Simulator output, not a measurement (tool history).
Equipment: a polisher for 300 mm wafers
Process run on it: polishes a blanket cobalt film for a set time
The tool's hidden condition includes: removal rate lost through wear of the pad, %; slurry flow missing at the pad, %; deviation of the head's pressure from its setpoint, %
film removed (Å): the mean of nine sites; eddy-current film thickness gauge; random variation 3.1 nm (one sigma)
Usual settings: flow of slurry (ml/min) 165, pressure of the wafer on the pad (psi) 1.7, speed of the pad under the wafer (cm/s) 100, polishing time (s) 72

| run | hour | flow of slurry (ml/min) | pressure of the wafer on the pad (psi) | speed of the pad under the wafer (cm/s) | polishing time (s) | wafers since the last listed run | wafers polished on this pad | hours since the slurry nozzle was cleaned | hours since the head pressure was calibrated | incoming thickness of the incoming film, nm | film removed (Å) |
|---|---|---|---|---|---|---|---|---|---|---|---|
| 1 | 0.0 | 200 | 1.7 | 100 | 72 | 0 | 316 | 113.8 | 869.8 | 881.7 | 2548 |
| 2 | 17.4 | 200 | 1.7 | 100 | 72 | 170 | 487 | 131.2 | 887.2 | 876.6 | 2549 |
| 3 | 31.4 | 165 | 1.7 | 100 | 72 | 137 | 624 | 145.2 | 901.2 | 878.9 | 2425 |
| 4 | 44.4 | 165 | 1.7 | 100 | 72 | 127 | 751 | 158.2 | 914.2 | 869.7 | 2377 |
| 5 | 56.3 | 165 | 1.7 | 100 | 72 | 116 | 868 | 170.1 | 926.1 | 890.9 | 2319 |
| 6 | 64.3 | 165 | 1.7 | 100 | 72 | 78 | 946 | 178.1 | 934.1 | 869.6 | 2313 |
| 7 | 74.5 | 210 | 1.7 | 100 | 72 | 99 | 1046 | 188.3 | 944.3 | 888.6 | 2360 |
| 8 | 89.2 | 165 | 1.7 | 88 | 72 | 143 | 1190 | 203.0 | 959.0 | 889.1 | 1922 |
|  | 98.8 | worn pad replaced by a new one |
| 9 | 99.3 | 165 | 1.7 | 116 | 72 | 59 | 4 | 213.1 | 969.1 | 887.5 | 2894 |
| 10 | 113.6 | 165 | 1.7 | 116 | 72 | 140 | 144 | 227.4 | 983.4 | 887.0 | 2958 |
| 11 | 121.9 | 165 | 1.7 | 116 | 72 | 81 | 225 | 235.7 | 991.7 | 882.5 | 2899 |
| 12 | 138.6 | 165 | 1.7 | 100 | 72 | 163 | 389 | 252.4 | 1008.4 | 878.4 | 2411 |
| 13 | 152.8 | 165 | 1.7 | 100 | 72 | 139 | 528 | 266.6 | 1022.6 | 893.6 | 2340 |
| 14 | 160.2 | 185 | 1.7 | 100 | 72 | 72 | 600 | 274.0 | 1030.0 | 876.4 | 2374 |
| 15 | 166.7 | 130 | 1.7 | 100 | 72 | 63 | 664 | 280.5 | 1036.5 | 885.4 | 2254 |
| 16 | 181.9 | 165 | 1.7 | 100 | 72 | 148 | 813 | 295.7 | 1051.7 | 880.8 | 2327 |
| 17 | 193.4 | 165 | 1.7 | 100 | 72 | 112 | 925 | 307.2 | 1063.2 | 886.3 | 2276 |
| 18 | 206.8 | 165 | 2.1 | 72 | 72 | 131 | 1057 | 320.6 | 1076.6 | 879.2 | 1966 |
|  | 222.4 | worn pad replaced by a new one |
| 19 | 222.9 | 165 | 1.7 | 100 | 62 | 118 | 4 | 336.7 | 1092.7 | 871.8 | 2187 |
|  | 227.6 | slurry nozzle cleaned |
| 20 | 228.1 | 165 | 1.7 | 100 | 83 | 41 | 45 | 0.5 | 1097.9 | 892.1 | 2954 |
| 21 | 239.2 | 165 | 1.7 | 100 | 72 | 108 | 154 | 11.6 | 1109.0 | 877.2 | 2607 |
| 22 | 256.9 | 165 | 1.7 | 100 | 72 | 173 | 327 | 29.3 | 1126.7 | 861.8 | 2490 |
| 23 | 264.2 | 165 | 1.9 | 74 | 72 | 71 | 399 | 36.6 | 1134.0 | 864.4 | 2056 |
| 24 | 272.5 | 165 | 2.2 | 74 | 72 | 81 | 480 | 44.9 | 1142.3 | 879.7 | 2401 |
| 25 | 288.8 | 165 | 1.7 | 100 | 72 | 159 | 640 | 61.2 | 1158.6 | 872.4 | 2467 |
| 26 | 296.2 | 165 | 1.7 | 100 | 72 | 72 | 712 | 68.6 | 1166.0 | 880.3 | 2379 |
|  | 310.7 | head pressure recalibrated |
| 27 | 312.4 | 165 | 1.7 | 88 | 72 | 139 | 851 | 84.8 | 1.7 | 878.8 | 2077 |
| 28 | 329.9 | 165 | 1.7 | 126 | 72 | 171 | 1023 | 102.3 | 19.2 | 866.0 | 2940 |
|  | 345.0 | worn pad replaced by a new one |
| 29 | 369.3 | 200 | 2.1 | 120 | 90 | 346 | 238 | 141.7 | 58.6 | 896.9 | 4753 |
| 30 | 383.8 | 165 | 1.7 | 100 | 72 | 142 | 380 | 156.2 | 73.1 | 870.3 | 2482 |
| 31 | 390.4 | 165 | 1.9 | 100 | 72 | 64 | 444 | 162.8 | 79.7 | 880.9 | 2748 |
| 32 | 400.3 | 190 | 1.7 | 100 | 72 | 96 | 541 | 172.7 | 89.6 | 892.1 | 2497 |
| 33 | 410.6 | 225 | 1.9 | 126 | 81 | 100 | 642 | 183.0 | 99.9 | 871.8 | 3874 |
| 34 | 425.0 | 165 | 1.7 | 100 | 72 | 141 | 783 | 197.4 | 114.3 | 886.8 | 2348 |
| 35 | 431.4 | 165 | 1.7 | 80 | 72 | 62 | 846 | 203.8 | 120.7 | 878.6 | 1822 |
| 36 | 440.1 | 165 | 1.7 | 100 | 72 | 85 | 931 | 212.5 | 129.4 | 888.4 | 2313 |
|  | 454.1 | worn pad replaced by a new one |
| 37 | 457.8 | 110 | 1.7 | 100 | 72 | 134 | 36 | 230.2 | 147.1 | 881.1 | 2425 |

Below are 4 alternative next runs, each starting from the tool's condition after run 37. Predict each:
| A | 458.2 | 165 | 1.7 | 100 | 72 | 3 | 40 | 230.6 | 147.5 | 880.4 | ? |
| B | 458.2 | 135 | 1.7 | 136 | 72 | 3 | 40 | 230.6 | 147.5 | 880.4 | ? |
| C | 458.2 | 165 | 1.7 | 110 | 90 | 3 | 40 | 230.6 | 147.5 | 880.4 | ? |
| D | 458.2 | 195 | 1.9 | 88 | 91 | 3 | 40 | 230.6 | 147.5 | 880.4 | ? |

| run | film removed (Å) |
|---|---|
| A | 2563 |
| B | 3408 |
| C | 3525 |
| D | 3246 |
With the hidden condition removed and each run's random variation left untouched, the same runs would have given:
| run | film removed (Å) |
|---|---|
| A | 2646 |
| B | 3527 |
| C | 3638 |
| D | 3342 |
